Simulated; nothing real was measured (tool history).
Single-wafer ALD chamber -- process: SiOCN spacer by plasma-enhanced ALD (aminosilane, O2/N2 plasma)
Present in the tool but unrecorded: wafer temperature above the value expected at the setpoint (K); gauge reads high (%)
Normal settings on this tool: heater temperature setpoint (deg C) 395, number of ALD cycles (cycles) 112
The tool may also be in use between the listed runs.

run,day,heater temperature setpoint (deg C),number of ALD cycles (cycles),wafers since the last listed run,hours since the last thermocouple change,hours since the gauge calibration,"read-back reference wafer on the same gauge, thickness_nm",mean film thickness on the monitor wafer (Å)
1,0.000,399,112,0,1134.5,250.9,5.513,67.76
2,0.679,399,112,41,1150.8,267.2,5.509,68.37
3,1.333,383,112,39,1166.5,282.9,5.507,67.93
4,2.083,383,112,45,1184.5,300.9,5.512,68.02
5,2.521,383,112,26,1195.0,311.4,5.505,67.99
6,2.888,395,112,22,1203.8,320.2,5.505,67.99
7,3.554,389,112,40,1219.8,336.2,5.500,68.00
8,3.838,395,101,17,1226.6,343.0,5.505,61.35
9,4.546,395,101,43,1243.6,360.0,5.505,61.41
10,5.092,395,112,33,1256.7,373.1,5.503,68.07
11,5.554,395,112,28,1267.8,384.2,5.506,68.05
12,5.950,395,112,24,1277.3,393.7,5.499,68.33
13,6.238,395,112,17,1284.2,400.6,5.500,67.83
14,6.846,395,119,37,1298.8,415.2,5.502,72.01
15,7.146,395,119,18,1306.0,422.4,5.503,72.23
16,7.458,395,119,19,1313.5,429.9,5.504,72.26
17,7.971,395,130,31,1325.8,442.2,5.502,79.06
18,9.704,395,130,105,1367.4,483.8,5.501,79.05
19,10.367,395,130,40,1383.3,499.7,5.502,79.27
20,10.867,395,112,30,1395.3,511.7,5.504,67.85
21,11.358,403,122,29,1407.1,523.5,5.507,73.39
22,12.083,395,101,44,1424.5,540.9,5.504,61.52
23,12.667,395,101,35,1438.5,554.9,5.498,61.26
# day 13.033: gauge calibrated
# day 13.088: thermocouple changed; heater temperature recalibrated
24,13.175,383,112,10,2.1,3.4,5.565,68.79
25,13.717,387,91,33,15.1,16.4,5.558,55.61
26,14.079,404,127,22,23.8,25.1,5.557,76.84
27,14.450,395,91,22,32.7,34.0,5.559,55.82
28,14.758,409,119,18,40.1,41.4,5.549,70.50
29,15.083,395,112,19,47.9,49.2,5.556,68.51
30,15.746,395,95,40,63.8,65.1,5.547,58.23
31,16.488,395,119,45,81.6,82.9,5.544,72.60
32,16.754,384,106,16,88.0,89.3,5.538,64.80
33,17.908,385,134,70,115.7,117.0,5.538,81.84
34,18.542,389,126,38,130.9,132.2,5.537,77.13
35,19.046,395,103,30,143.0,144.3,5.534,62.78
36,19.667,395,96,37,157.9,159.2,5.528,58.33
37,20.304,385,133,38,173.2,174.5,5.528,80.91
38,20.854,399,101,33,186.4,187.7,5.525,61.57
39,21.579,390,102,44,203.8,205.1,5.522,62.16
40,22.008,395,112,26,214.1,215.4,5.523,67.95
41,24.008,383,112,121,262.1,263.4,5.518,68.04

Some steps in mean film thickness on the monitor wafer (Å) between neighbouring runs. How much of each would the tool show without its hidden state too (settings, what came in, random variation), and how much is left for the hidden state, with any gauge scatter that isn't in both results?
Run 23 -> 24: heater temperature setpoint (deg C) 395 -> 383, number of ALD cycles (cycles) 101 -> 112, gauge calibrated, thermocouple changed; heater temperature recalibrated. mean film thickness on the monitor wafer (Å) +7.53: hidden state +0.74, all else +6.79.
Run 25 -> 26: heater temperature setpoint (deg C) 387 -> 404, number of ALD cycles (cycles) 91 -> 127. mean film thickness on the monitor wafer (Å) +21.23: hidden state -0.03, all else +21.26.
Run 26 -> 27: heater temperature setpoint (deg C) 404 -> 395, number of ALD cycles (cycles) 127 -> 91. mean film thickness on the monitor wafer (Å) -21.02: hidden state -0.03, all else -20.99.
Run 32 -> 33: heater temperature setpoint (deg C) 384 -> 385, number of ALD cycles (cycles) 106 -> 134. mean film thickness on the monitor wafer (Å) +17.04: hidden state -0.14, all else +17.18.
Run 36 -> 37: heater temperature setpoint (deg C) 395 -> 385, number of ALD cycles (cycles) 96 -> 133. mean film thickness on the monitor wafer (Å) +22.58: hidden state -0.16, all else +22.74.
